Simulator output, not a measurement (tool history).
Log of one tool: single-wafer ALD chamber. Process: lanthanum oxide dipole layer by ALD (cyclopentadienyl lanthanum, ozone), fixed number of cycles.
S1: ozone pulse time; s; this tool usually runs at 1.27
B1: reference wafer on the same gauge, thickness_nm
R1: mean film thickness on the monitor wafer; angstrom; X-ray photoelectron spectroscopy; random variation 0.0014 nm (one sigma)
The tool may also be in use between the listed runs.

{"run": 1, "hour": 0.0, "S1": 1.56, "B1": 0.567, "R1": 5.85}
{"run": 2, "hour": 70.6, "S1": 1.27, "B1": 0.567, "R1": 5.57}
{"run": 3, "hour": 178.1, "S1": 1.61, "B1": 0.567, "R1": 5.87}
{"run": 4, "hour": 256.2, "S1": 1.61, "B1": 0.567, "R1": 5.87}
{"hour": 259.8, "done": "gauge calibrated"}
{"hour": 293.7, "done": "ozone generator serviced"}
{"run": 5, "hour": 491.4, "S1": 1.59, "B1": 0.567, "R1": 5.89}
{"run": 6, "hour": 593.8, "S1": 1.5, "B1": 0.567, "R1": 5.84}
{"run": 7, "hour": 659.9, "S1": 1.27, "B1": 0.567, "R1": 5.64}
{"hour": 752.5, "done": "showerhead replaced"}
{"run": 8, "hour": 856.1, "S1": 1.27, "B1": 0.567, "R1": 5.64}
{"run": 9, "hour": 942.1, "S1": 1.27, "B1": 0.567, "R1": 5.62}
{"hour": 1035.0, "done": "thermocouple changed; heater temperature recalibrated"}
{"run": 10, "hour": 1046.9, "S1": 1.27, "B1": 0.567, "R1": 5.62}
{"run": 11, "hour": 1097.4, "S1": 1.27, "B1": 0.567, "R1": 5.65}
{"run": 12, "hour": 1189.1, "S1": 1.27, "B1": 0.567, "R1": 5.62}
{"run": 13, "hour": 1273.0, "S1": 1.6, "B1": 0.567, "R1": 5.89}
{"run": 14, "hour": 1375.8, "S1": 1.66, "B1": 0.567, "R1": 5.92}
{"run": 15, "hour": 1465.3, "S1": 1.27, "B1": 0.567, "R1": 5.59}
{"hour": 1663.1, "done": "gauge calibrated"}
{"run": 16, "hour": 1722.9, "S1": 1.27, "B1": 0.567, "R1": 5.58}
{"run": 17, "hour": 1759.7, "S1": 1.58, "B1": 0.568, "R1": 5.85}
{"run": 18, "hour": 1848.3, "S1": 1.27, "B1": 0.567, "R1": 5.57}
{"hour": 1859.2, "done": "ozone generator serviced"}
{"run": 19, "hour": 1888.6, "S1": 1.27, "B1": 0.567, "R1": 5.65}
{"run": 20, "hour": 1995.2, "S1": 1.77, "B1": 0.567, "R1": 5.93}
{"run": 21, "hour": 2094.4, "S1": 1.47, "B1": 0.567, "R1": 5.81}
{"run": 22, "hour": 2132.0, "S1": 1.09, "B1": 0.567, "R1": 5.42}
{"run": 23, "hour": 2191.2, "S1": 1.11, "B1": 0.567, "R1": 5.42}
{"run": 24, "hour": 2287.4, "S1": 1.62, "B1": 0.567, "R1": 5.88}
{"run": 25, "hour": 2354.6, "S1": 1.55, "B1": 0.567, "R1": 5.87}
{"run": 26, "hour": 2432.0, "S1": 0.97, "B1": 0.567, "R1": 5.16}

Below are 3 alternative next runs, each starting from the tool's condition after run 26. Predict each:
{"run": "A", "hour": 2432.4, "S1": 1.13, "B1": "?", "R1": "?"}
{"run": "B", "hour": 2432.4, "S1": 1.44, "B1": "?", "R1": "?"}
{"run": "C", "hour": 2432.4, "S1": 1.67, "B1": "?", "R1": "?"}

run=A B1=0.567 R1=5.46
run=B B1=0.567 R1=5.79
run=C B1=0.567 R1=5.92
Had the tool no hidden state, the same runs would have come out as:
run=A R1=5.47
run=B R1=5.80
run=C R1=5.93

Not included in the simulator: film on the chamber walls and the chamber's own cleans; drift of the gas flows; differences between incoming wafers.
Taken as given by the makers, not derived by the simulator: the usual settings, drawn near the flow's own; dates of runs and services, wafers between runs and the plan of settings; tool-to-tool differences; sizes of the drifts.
